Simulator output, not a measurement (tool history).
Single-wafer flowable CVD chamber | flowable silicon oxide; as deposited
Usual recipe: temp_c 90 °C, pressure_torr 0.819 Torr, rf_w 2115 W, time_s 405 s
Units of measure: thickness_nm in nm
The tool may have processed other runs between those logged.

run    hour  temp_c  pressure_torr  rf_w  time_s  read-back reference wafer on the same gauge, thickness_nm  thickness_nm
  1       0      90          0.819  2115     405                                                    355.893        345.93
  2    51.7      90          0.819  2115     405                                                    356.238       343.526
  3   152.5      90          0.819  2115     405                                                    355.949       344.102
  4   217.8      90          0.819  2115     405                                                    356.243       345.291
  5     310      90          0.819  2115     405                                                    355.982       342.663
  6   377.4      90          0.819  2115     405                                                    356.196        342.12
  7   441.1      90          0.819  2115     405                                                    356.382       341.962
  8   522.5      97          0.636  2380     427                                                    355.682       222.157
        533  -- gauge calibrated
  9   575.3      90          0.819  2375     405                                                    356.198       352.922
        607  -- RF generator calibrated
 10   645.2      90          0.904  2115     405                                                    356.025       382.887
      714.5  -- showerhead replaced
 11   722.8     100           0.96  2115     429                                                    355.904       293.482
      732.3  -- thermocouple changed; heater temperature recalibrated
      732.3  -- capacitance manometer re-zeroed and calibrated
 12     813     105          0.641  1990     443                                                    356.145       165.943
 13   855.4     104          0.701  2345     381                                                     356.23       169.889
 14   913.6      90          0.819  2115     405                                                    356.106       346.704
 15  1020.2      94          0.895  2415     337                                                    355.689       278.125

3 ways to go on from here, each from the tool as it stands after run 15. What would each give?
  A  1020.7      90          0.819  1715     405                                                          ?             ?
  B  1020.7      90          0.755  2115     370                                                          ?             ?
  C  1020.7     103          0.819  2115     405                                                          ?             ?

run  read-back reference wafer on the same gauge, thickness_nm  thickness_nm
  A                                                    356.238        314.57
  B                                                    356.238        291.38
  C                                                    356.238       210.564
Without the tool's hidden state the same runs would have given:
run  thickness_nm
  A       321.805
  B       294.977
  C       213.164
